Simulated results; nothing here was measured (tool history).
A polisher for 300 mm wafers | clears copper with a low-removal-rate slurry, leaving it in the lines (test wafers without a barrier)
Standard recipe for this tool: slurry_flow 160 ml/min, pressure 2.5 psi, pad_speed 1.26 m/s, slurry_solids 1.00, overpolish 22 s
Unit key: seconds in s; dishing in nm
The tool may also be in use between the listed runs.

run	hour	slurry_flow	pressure	pad_speed	slurry_solids	overpolish	incoming thickness of the incoming film, nm	seconds	dishing
1	0.0	160	2.5	1.26	1.00	22	416.2	174.3	37.8
2	10.9	160	2.1	1.44	1.00	22	419.8	178.7	36.5
3	24.4	160	2.5	1.26	1.00	22	426.7	175.0	37.8
# hour 31.4: worn pad replaced by a new one
4	37.1	160	2.5	1.26	1.00	22	417.1	173.3	38.5
5	44.2	160	2.5	1.26	1.00	22	422.7	176.0	38.2
6	57.6	160	2.5	1.26	1.00	22	418.6	174.5	38.9
7	71.5	160	2.5	1.26	1.00	22	428.8	182.4	38.2
8	79.0	160	2.5	1.26	1.00	22	415.5	175.8	38.0
# hour 87.8: slurry blender recalibrated
9	88.2	160	2.3	1.26	1.00	22	420.5	188.2	36.0
10	96.8	160	2.3	1.26	1.00	22	417.3	187.5	36.5
11	105.1	160	2.3	1.26	1.00	22	425.0	189.4	35.4
12	118.9	160	2.5	1.26	1.00	22	428.4	178.0	37.8
13	136.1	160	2.5	1.38	1.00	22	417.1	158.4	41.6
14	153.8	160	2.5	1.00	1.15	22	419.1	209.8	33.0
15	167.3	160	2.5	1.10	1.00	22	418.4	202.0	34.8
# hour 178.0: worn pad replaced by a new one
16	178.5	160	2.5	1.26	1.00	22	419.9	175.1	37.3
17	188.0	160	2.2	1.26	1.15	22	418.3	186.8	35.9
18	205.5	190	2.5	1.26	1.00	22	413.9	168.7	38.7
# hour 212.6: slurry nozzle cleaned
# hour 212.7: head pressure recalibrated
19	221.0	160	2.5	1.26	1.00	22	420.7	178.2	38.1
# hour 230.7: slurry blender recalibrated
20	231.9	160	2.5	1.26	0.85	16	423.2	184.7	29.1
21	243.6	160	3.0	1.52	1.00	11	421.8	124.4	29.1
22	254.6	160	2.5	1.26	1.20	22	420.1	169.3	38.1
23	272.6	120	2.5	1.26	1.20	22	418.1	171.6	38.2
24	282.9	160	2.5	1.26	1.00	22	422.6	174.2	39.2
25	294.4	105	2.5	1.26	1.00	22	420.3	182.2	37.4

Consider 4 possible next runs. They are alternatives, not a sequence: every one starts from the tool as it was left by run 25. What does each give?
A	294.9	160	2.5	1.26	1.00	22	428.5	?	?
B	294.9	205	2.5	1.26	1.00	22	428.5	?	?
C	294.9	120	2.5	1.26	1.25	22	428.5	?	?
D	294.9	160	2.5	0.90	1.00	22	428.5	?	?

run	seconds	dishing
A	179.5	39.2
B	175.0	40.0
C	176.8	39.6
D	251.3	29.4
What these runs would have given with no unlogged condition in the tool:
run	seconds	dishing
A	179.5	39.2
B	175.0	40.0
C	176.8	39.6
D	251.3	29.4
